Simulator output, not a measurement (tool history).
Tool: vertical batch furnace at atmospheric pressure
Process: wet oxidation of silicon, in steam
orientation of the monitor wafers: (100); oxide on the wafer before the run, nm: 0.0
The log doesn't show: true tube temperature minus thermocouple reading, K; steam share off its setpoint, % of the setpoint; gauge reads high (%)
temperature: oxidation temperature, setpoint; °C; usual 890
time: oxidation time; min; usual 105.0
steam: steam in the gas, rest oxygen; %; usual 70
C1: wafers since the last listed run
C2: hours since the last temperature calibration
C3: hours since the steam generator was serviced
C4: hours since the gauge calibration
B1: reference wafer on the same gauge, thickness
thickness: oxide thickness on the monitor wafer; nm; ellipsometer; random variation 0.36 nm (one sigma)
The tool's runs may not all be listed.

{"run": 1, "hour": 0.0, "temperature": 890, "time": 105.0, "steam": 70, "C1": 0, "C2": 2520.8, "C3": 1218.4, "C4": 97.9, "B1": 147.02, "thickness": 141.05}
{"run": 2, "hour": 17.2, "temperature": 890, "time": 105.0, "steam": 70, "C1": 144, "C2": 2538.0, "C3": 1235.6, "C4": 115.1, "B1": 147.0, "thickness": 140.6}
{"run": 3, "hour": 35.3, "temperature": 890, "time": 105.0, "steam": 70, "C1": 152, "C2": 2556.1, "C3": 1253.7, "C4": 133.2, "B1": 146.99, "thickness": 141.1}
{"run": 4, "hour": 50.7, "temperature": 890, "time": 105.0, "steam": 70, "C1": 129, "C2": 2571.5, "C3": 1269.1, "C4": 148.6, "B1": 147.0, "thickness": 141.76}
{"run": 5, "hour": 67.5, "temperature": 890, "time": 105.0, "steam": 70, "C1": 141, "C2": 2588.3, "C3": 1285.9, "C4": 165.4, "B1": 147.0, "thickness": 141.45}
{"run": 6, "hour": 85.4, "temperature": 890, "time": 105.0, "steam": 70, "C1": 150, "C2": 2606.2, "C3": 1303.8, "C4": 183.3, "B1": 147.08, "thickness": 140.92}
{"hour": 132.9, "done": "gauge calibrated"}
{"hour": 141.6, "done": "thermocouples replaced and temperature profile calibrated"}
{"run": 7, "hour": 143.6, "temperature": 890, "time": 105.0, "steam": 70, "C1": 287, "C2": 2.0, "C3": 1362.0, "C4": 10.7, "B1": 147.02, "thickness": 140.46}
{"run": 8, "hour": 177.3, "temperature": 890, "time": 142.5, "steam": 62, "C1": 283, "C2": 35.7, "C3": 1395.7, "C4": 44.4, "B1": 147.03, "thickness": 166.63}
{"run": 9, "hour": 185.6, "temperature": 890, "time": 142.5, "steam": 62, "C1": 69, "C2": 44.0, "C3": 1404.0, "C4": 52.7, "B1": 146.96, "thickness": 166.11}
{"run": 10, "hour": 194.2, "temperature": 890, "time": 105.0, "steam": 70, "C1": 72, "C2": 52.6, "C3": 1412.6, "C4": 61.3, "B1": 147.02, "thickness": 140.31}
{"run": 11, "hour": 207.5, "temperature": 878, "time": 155.5, "steam": 66, "C1": 111, "C2": 65.9, "C3": 1425.9, "C4": 74.6, "B1": 147.05, "thickness": 159.02}
{"hour": 235.8, "done": "steam generator serviced"}
{"run": 12, "hour": 239.7, "temperature": 900, "time": 105.0, "steam": 81, "C1": 68, "C2": 98.1, "C3": 3.9, "C4": 106.8, "B1": 147.08, "thickness": 198.12}
{"run": 13, "hour": 285.4, "temperature": 911, "time": 141.0, "steam": 70, "C1": 384, "C2": 143.8, "C3": 49.6, "C4": 152.5, "B1": 147.02, "thickness": 254.94}
{"run": 14, "hour": 304.3, "temperature": 884, "time": 64.0, "steam": 75, "C1": 158, "C2": 162.7, "C3": 68.5, "C4": 171.4, "B1": 147.03, "thickness": 92.31}
{"run": 15, "hour": 318.3, "temperature": 901, "time": 138.0, "steam": 70, "C1": 117, "C2": 176.7, "C3": 82.5, "C4": 185.4, "B1": 147.09, "thickness": 222.42}
{"hour": 343.0, "done": "gauge calibrated"}
{"run": 16, "hour": 346.9, "temperature": 871, "time": 105.0, "steam": 70, "C1": 240, "C2": 205.3, "C3": 111.1, "C4": 3.9, "B1": 146.99, "thickness": 111.01}
{"run": 17, "hour": 366.6, "temperature": 890, "time": 105.0, "steam": 70, "C1": 165, "C2": 225.0, "C3": 130.8, "C4": 23.6, "B1": 147.09, "thickness": 148.56}
{"run": 18, "hour": 377.4, "temperature": 890, "time": 105.0, "steam": 70, "C1": 90, "C2": 235.8, "C3": 141.6, "C4": 34.4, "B1": 146.95, "thickness": 148.33}
{"run": 19, "hour": 391.2, "temperature": 890, "time": 52.5, "steam": 79, "C1": 116, "C2": 249.6, "C3": 155.4, "C4": 48.2, "B1": 147.03, "thickness": 87.68}
{"run": 20, "hour": 408.9, "temperature": 881, "time": 139.0, "steam": 70, "C1": 148, "C2": 267.3, "C3": 173.1, "C4": 65.9, "B1": 147.02, "thickness": 166.22}

Forecast each of these 5 alternatives for the next run:
{"run": "A", "hour": 414.0, "temperature": 913, "time": 105.0, "steam": 70, "C1": 42, "C2": 272.4, "C3": 178.2, "C4": 71.0, "B1": "?", "thickness": "?"}
{"run": "B", "hour": 414.0, "temperature": 890, "time": 140.5, "steam": 70, "C1": 42, "C2": 272.4, "C3": 178.2, "C4": 71.0, "B1": "?", "thickness": "?"}
{"run": "C", "hour": 414.0, "temperature": 902, "time": 82.5, "steam": 70, "C1": 42, "C2": 272.4, "C3": 178.2, "C4": 71.0, "B1": "?", "thickness": "?"}
{"run": "D", "hour": 414.0, "temperature": 890, "time": 133.0, "steam": 70, "C1": 42, "C2": 272.4, "C3": 178.2, "C4": 71.0, "B1": "?", "thickness": "?"}
{"run": "E", "hour": 414.0, "temperature": 905, "time": 139.5, "steam": 70, "C1": 42, "C2": 272.4, "C3": 178.2, "C4": 71.0, "B1": "?", "thickness": "?"}

run=A B1=146.99 thickness=200.15
run=B B1=146.99 thickness=190.79
run=C B1=146.99 thickness=141.13
run=D B1=146.99 thickness=181.81
run=E B1=146.99 thickness=231.54
Without the tool's hidden state the same runs would have given:
run=A thickness=205.88
run=B thickness=196.44
run=C thickness=145.38
run=D thickness=187.21
run=E thickness=238.11
